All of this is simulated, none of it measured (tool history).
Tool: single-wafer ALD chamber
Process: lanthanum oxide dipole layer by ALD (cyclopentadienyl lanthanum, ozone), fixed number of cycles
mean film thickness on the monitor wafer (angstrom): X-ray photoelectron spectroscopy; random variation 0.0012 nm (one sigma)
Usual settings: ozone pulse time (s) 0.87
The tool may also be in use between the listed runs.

| run | hour | ozone pulse time (s) | wafers since the last listed run | hours since the last thermocouple change | hours since the last ozone generator service | hours since the showerhead was replaced | hours since the gauge calibration | read-back reference wafer on the same gauge, thickness_nm | mean film thickness on the monitor wafer (angstrom) |
|---|---|---|---|---|---|---|---|---|---|
| 1 | 0.0 | 0.87 | 0 | 1060.5 | 54.3 | 4242.2 | 407.5 | 0.452 | 4.70 |
| 2 | 30.4 | 0.97 | 765 | 1090.9 | 84.7 | 4272.6 | 437.9 | 0.452 | 4.85 |
| 3 | 83.5 | 0.97 | 1337 | 1144.0 | 137.8 | 4325.7 | 491.0 | 0.452 | 4.80 |
| 4 | 111.7 | 0.97 | 710 | 1172.2 | 166.0 | 4353.9 | 519.2 | 0.452 | 4.82 |
| 5 | 159.6 | 0.87 | 1206 | 1220.1 | 213.9 | 4401.8 | 567.1 | 0.452 | 4.69 |
| 6 | 206.3 | 0.87 | 1176 | 1266.8 | 260.6 | 4448.5 | 613.8 | 0.452 | 4.66 |
| 7 | 234.7 | 0.65 | 715 | 1295.2 | 289.0 | 4476.9 | 642.2 | 0.452 | 4.26 |
| 8 | 278.4 | 0.65 | 1100 | 1338.9 | 332.7 | 4520.6 | 685.9 | 0.452 | 4.27 |
| 9 | 309.4 | 0.87 | 780 | 1369.9 | 363.7 | 4551.6 | 716.9 | 0.452 | 4.64 |
| 10 | 370.9 | 0.54 | 1548 | 1431.4 | 425.2 | 4613.1 | 778.4 | 0.452 | 4.01 |
| 11 | 397.6 | 0.76 | 672 | 1458.1 | 451.9 | 4639.8 | 805.1 | 0.452 | 4.44 |
| 12 | 456.5 | 0.78 | 1483 | 1517.0 | 510.8 | 4698.7 | 864.0 | 0.452 | 4.49 |
| 13 | 514.3 | 1.01 | 1455 | 1574.8 | 568.6 | 4756.5 | 921.8 | 0.452 | 4.81 |
|  | 539.6 | ozone generator serviced |
| 14 | 551.9 | 1.21 | 745 | 1612.4 | 12.3 | 4794.1 | 959.4 | 0.452 | 5.11 |
| 15 | 643.2 | 0.70 | 2299 | 1703.7 | 103.6 | 4885.4 | 1050.7 | 0.452 | 4.38 |
| 16 | 702.3 | 0.87 | 1488 | 1762.8 | 162.7 | 4944.5 | 1109.8 | 0.452 | 4.63 |
| 17 | 754.0 | 0.87 | 1301 | 1814.5 | 214.4 | 4996.2 | 1161.5 | 0.452 | 4.64 |
| 18 | 807.2 | 0.98 | 1339 | 1867.7 | 267.6 | 5049.4 | 1214.7 | 0.452 | 4.77 |
| 19 | 863.4 | 0.64 | 1415 | 1923.9 | 323.8 | 5105.6 | 1270.9 | 0.452 | 4.23 |
| 20 | 892.8 | 0.87 | 740 | 1953.3 | 353.2 | 5135.0 | 1300.3 | 0.452 | 4.65 |
| 21 | 928.8 | 0.64 | 906 | 1989.3 | 389.2 | 5171.0 | 1336.3 | 0.452 | 4.23 |
|  | 962.8 | thermocouple changed; heater temperature recalibrated |
|  | 1009.3 | gauge calibrated |
| 22 | 1014.6 | 1.04 | 1959 | 51.8 | 475.0 | 5256.8 | 5.3 | 0.452 | 4.83 |
| 23 | 1075.2 | 1.08 | 1526 | 112.4 | 535.6 | 5317.4 | 65.9 | 0.452 | 4.88 |
|  | 1118.2 | ozone generator serviced |
| 24 | 1118.7 | 0.53 | 894 | 155.9 | 0.5 | 5360.9 | 109.4 | 0.452 | 4.13 |
|  | 1146.6 | showerhead replaced |
| 25 | 1172.5 | 0.61 | 1153 | 209.7 | 54.3 | 25.9 | 163.2 | 0.452 | 4.27 |
| 26 | 1291.3 | 0.71 | 2991 | 328.5 | 173.1 | 144.7 | 282.0 | 0.452 | 4.41 |
| 27 | 1332.2 | 0.55 | 1030 | 369.4 | 214.0 | 185.6 | 322.9 | 0.452 | 4.08 |
| 28 | 1380.8 | 0.74 | 1223 | 418.0 | 262.6 | 234.2 | 371.5 | 0.452 | 4.45 |
| 29 | 1438.8 | 0.87 | 1460 | 476.0 | 320.6 | 292.2 | 429.5 | 0.452 | 4.64 |
| 30 | 1510.6 | 1.00 | 1808 | 547.8 | 392.4 | 364.0 | 501.3 | 0.452 | 4.81 |
| 31 | 1555.0 | 1.07 | 1118 | 592.2 | 436.8 | 408.4 | 545.7 | 0.452 | 4.89 |
| 32 | 1610.2 | 0.87 | 1390 | 647.4 | 492.0 | 463.6 | 600.9 | 0.452 | 4.63 |
|  | 1638.7 | ozone generator serviced |
| 33 | 1680.1 | 1.22 | 1558 | 717.3 | 41.4 | 533.5 | 670.8 | 0.452 | 5.13 |

Measured less the same run without the tool's hidden state. The same run-to-run variation is in both; the gauge's scatter may not be:
The hidden state here: wafer temperature above the value expected at the setpoint (K); ozone dose above that of a generator just serviced (%); gauge reads high (%).
| run | mean film thickness on the monitor wafer (angstrom) |
|---|---|
| 1 | -0.04 |
| 2 | -0.04 |
| 3 | -0.06 |
| 4 | -0.07 |
| 5 | -0.08 |
| 6 | -0.09 |
| 7 | -0.11 |
| 8 | -0.11 |
| 9 | -0.11 |
| 10 | -0.13 |
| 11 | -0.11 |
| 12 | -0.12 |
| 13 | -0.10 |
| 14 | -0.02 |
| 15 | -0.08 |
| 16 | -0.09 |
| 17 | -0.11 |
| 18 | -0.10 |
| 19 | -0.14 |
| 20 | -0.12 |
| 21 | -0.15 |
| 22 | -0.13 |
| 23 | -0.12 |
| 24 | +0.00 |
| 25 | -0.03 |
| 26 | -0.07 |
| 27 | -0.09 |
| 28 | -0.09 |
| 29 | -0.09 |
| 30 | -0.09 |
| 31 | -0.10 |
| 32 | -0.11 |
| 33 | -0.02 |
